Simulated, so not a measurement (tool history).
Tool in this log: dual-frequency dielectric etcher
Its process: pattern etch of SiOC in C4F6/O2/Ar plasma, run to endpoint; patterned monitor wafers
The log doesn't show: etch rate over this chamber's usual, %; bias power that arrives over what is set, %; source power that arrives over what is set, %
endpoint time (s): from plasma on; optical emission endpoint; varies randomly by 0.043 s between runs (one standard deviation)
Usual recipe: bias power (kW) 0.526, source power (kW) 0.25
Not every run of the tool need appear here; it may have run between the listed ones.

run     day  bias power (kW)  source power (kW)  wafers since the last listed run  hours since the last wet clean  hours since the last bias power generator calibration  hours since the last source power generator calibration  hours since the last upper electrode change  incoming incoming film thickness, nm  endpoint time (s)
  1       0            0.526               0.25                                 0                           329.8                                                 1109.6                                                   2368.2                                       3413.9                                 30.31               11.1
      1.879  -- wet clean of the chamber
  2     1.9            0.526               0.25                               233                             0.5                                                 1155.2                                                   2413.8                                       3459.5                                 29.84                 11
  3   1.912            0.498               0.27                                 3                             0.8                                                 1155.5                                                   2414.1                                       3459.8                                 30.02               11.1
  4   2.854            0.526               0.25                               244                            23.4                                                 1178.1                                                   2436.7                                       3482.4                                 29.77               11.1
  5   4.171            0.526               0.25                               342                              55                                                 1209.7                                                   2468.3                                         3514                                 29.46               10.9
  6   4.688            0.526               0.25                               134                            67.4                                                 1222.1                                                   2480.7                                       3526.4                                 30.13               11.1
  7   5.783            0.526               0.25                               284                            93.7                                                 1248.4                                                     2507                                       3552.7                                 30.14               11.1
  8   6.679            0.526               0.25                               232                           115.2                                                 1269.9                                                   2528.5                                       3574.2                                 29.97                 11
  9    7.75            0.526               0.25                               278                           140.9                                                 1295.6                                                   2554.2                                       3599.9                                 29.84               10.9
 10   9.012            0.526               0.25                               328                           171.2                                                 1325.9                                                   2584.5                                       3630.2                                 30.13               11.1
 11  13.492            0.526               0.25                              1164                           278.7                                                 1433.4                                                     2692                                       3737.7                                 30.19                 11
 12  14.629            0.526               0.28                               295                             306                                                 1460.7                                                   2719.3                                         3765                                 29.81               10.4
 13  16.762            0.526               0.28                               554                           357.2                                                 1511.9                                                   2770.5                                       3816.2                                 29.94               10.5
       18.2  -- wet clean of the chamber
 14  18.221            0.526               0.28                               119                             0.5                                                 1546.9                                                   2805.5                                       3851.2                                 30.12               10.9
 15  18.888            0.526               0.25                               173                            16.5                                                 1562.9                                                   2821.5                                       3867.2                                 30.15               11.3
 16  20.004            0.629               0.29                               290                            43.3                                                 1589.7                                                   2848.3                                         3894                                 29.76               10.1
 17  22.496            0.577               0.23                               647                           103.1                                                 1649.5                                                   2908.1                                       3953.8                                 30.16               11.3
 18  23.888            0.421               0.19                               361                           136.5                                                 1682.9                                                   2941.5                                       3987.2                                 30.15               12.7
 19  24.933            0.616               0.23                               271                           161.6                                                   1708                                                   2966.6                                       4012.3                                 29.96               10.9
     25.162  -- source power generator calibrated
 20  26.179            0.634               0.23                               280                           191.5                                                 1737.9                                                     24.4                                       4042.2                                 30.07               10.8
 21  27.942            0.412               0.25                               458                           233.8                                                 1780.2                                                     66.7                                       4084.5                                  30.1               11.7
 22  28.975            0.577               0.25                               268                           258.6                                                   1805                                                     91.5                                       4109.3                                 30.18               10.8
 23  30.317            0.526               0.25                               348                           290.8                                                 1837.2                                                    123.7                                       4141.5                                 30.06               10.9
 24  31.067            0.564               0.28                               194                           308.8                                                 1855.2                                                    141.7                                       4159.5                                 30.08               10.4
 25  32.471            0.526               0.25                               364                           342.5                                                 1888.9                                                    175.4                                       4193.2                                 30.06                 11
 26  33.604            0.595               0.25                               294                           369.7                                                 1916.1                                                    202.6                                       4220.4                                 30.04               10.5
     34.979  -- wet clean of the chamber
 27      35            0.526               0.25                               102                             0.5                                                 1949.6                                                    236.1                                       4253.9                                 30.19               11.2
 28  36.129            0.526                0.2                               293                            27.6                                                 1976.7                                                    263.2                                         4281                                 30.32               12.1
     36.875  -- bias power generator calibrated
     37.638  -- upper electrode replaced
 29  37.658            0.526               0.25                               156                            64.3                                                   18.8                                                    299.9                                          0.5                                 30.09               11.1
 30  39.954            0.526               0.25                               596                           119.4                                                   73.9                                                      355                                         55.6                                 30.05                 11
 31  40.942            0.526               0.28                               256                           143.1                                                   97.6                                                    378.7                                         79.3                                 30.14               10.7
 32   44.45            0.526               0.25                               911                           227.3                                                  181.8                                                    462.9                                        163.5                                 29.71               10.9
 33  45.954            0.526               0.29                               390                           263.4                                                  217.9                                                      499                                        199.6                                 30.13               10.5
 34  46.675            0.493               0.25                               187                           280.7                                                  235.2                                                    516.3                                        216.9                                 29.78               11.1
 35  47.479             0.65               0.22                               209                             300                                                  254.5                                                    535.6                                        236.2                                 30.28               10.9
 36  48.375            0.612               0.28                               232                           321.5                                                    276                                                    557.1                                        257.7                                 29.87               10.1

Across each entry between runs, compare the hidden state at the last listed run before it with the hidden state at the first listed run after it:
Run 1 -> run 2: wet clean of the chamber (day 1.879)
  etch rate over this chamber's usual, %: 2.82 -> 0.493
Run 13 -> run 14: wet clean of the chamber (day 18.2)
  etch rate over this chamber's usual, %: 3.01 -> -0.141
Run 19 -> run 20: source power generator calibrated (day 25.162)
  etch rate over this chamber's usual, %: 0.996 -> 1.21
Run 26 -> run 27: wet clean of the chamber (day 34.979)
  etch rate over this chamber's usual, %: 2.47 -> 0.241
Run 28 -> run 29: bias power generator calibrated (day 36.875); upper electrode replaced (day 37.638)
  etch rate over this chamber's usual, %: 0.432 -> 0.691
